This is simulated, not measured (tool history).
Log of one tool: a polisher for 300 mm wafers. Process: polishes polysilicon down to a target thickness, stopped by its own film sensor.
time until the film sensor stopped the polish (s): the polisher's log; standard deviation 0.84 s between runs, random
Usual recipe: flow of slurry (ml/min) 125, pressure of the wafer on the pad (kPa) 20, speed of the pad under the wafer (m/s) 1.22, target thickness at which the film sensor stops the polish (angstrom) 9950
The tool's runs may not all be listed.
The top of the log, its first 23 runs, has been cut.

run,hour,flow of slurry (ml/min),pressure of the wafer on the pad (kPa),speed of the pad under the wafer (m/s),target thickness at which the film sensor stops the polish (angstrom),wafers since the last listed run,wafers polished on this pad,hours since the slurry nozzle was cleaned,hours since the head pressure was calibrated,"incoming thickness of the incoming film, nm",time until the film sensor stopped the polish (s)
24,319.1,125,20,1.22,9950,86,1041,176.6,47.8,1562.5,73.5
25,331.6,125,20,1.22,9950,103,1145,189.1,60.3,1566.8,75.4
26,349.4,105,17.2,0.82,9950,147,1292,206.9,78.1,1583.4,129.3
27,357.7,125,20,1.22,9950,68,1361,215.2,86.4,1596.7,78.2
# hour 372.1: worn pad replaced by a new one
28,372.6,165,24.8,1.22,9950,90,4,230.1,101.3,1610.3,58.8
29,406.4,160,20,1.22,9950,279,283,263.9,135.1,1581.3,69.4
30,424.1,125,15.2,0.86,9950,146,430,281.6,152.8,1575.7,126.8
31,433.5,100,20,1.22,9950,77,508,291,162.2,1574.4,76.3
32,441.2,125,20,1.22,8790,63,572,298.7,169.9,1593.6,89.9
33,452.7,165,23.4,1.22,11710,95,667,310.2,181.4,1556.6,42.9
34,466.1,125,22.8,1.22,9950,110,778,323.6,194.8,1566.3,67.5
35,472.1,125,15.9,1.22,9950,49,827,329.6,200.8,1571,88.2

Each row is a separate what-if for the run after 35, all from the same tool condition, not one after another. Results?
A,472.5,125,20,1.22,9950,3,831,330,201.2,1570.7,?
B,472.5,80,17.2,1.08,8500,3,831,330,201.2,1570.7,?
C,472.5,125,20,1.22,11190,3,831,330,201.2,1570.7,?
D,472.5,165,26.2,1.56,10940,3,831,330,201.2,1570.7,?
E,472.5,125,20,1.46,10670,3,831,330,201.2,1570.7,?

run,time until the film sensor stopped the polish (s)
A,74.5
B,123.9
C,58.4
D,38
E,54.5
With no hidden state in the tool, these same runs would have given:
run,time until the film sensor stopped the polish (s)
A,66.9
B,111.3
C,52.5
D,34.1
E,48.9
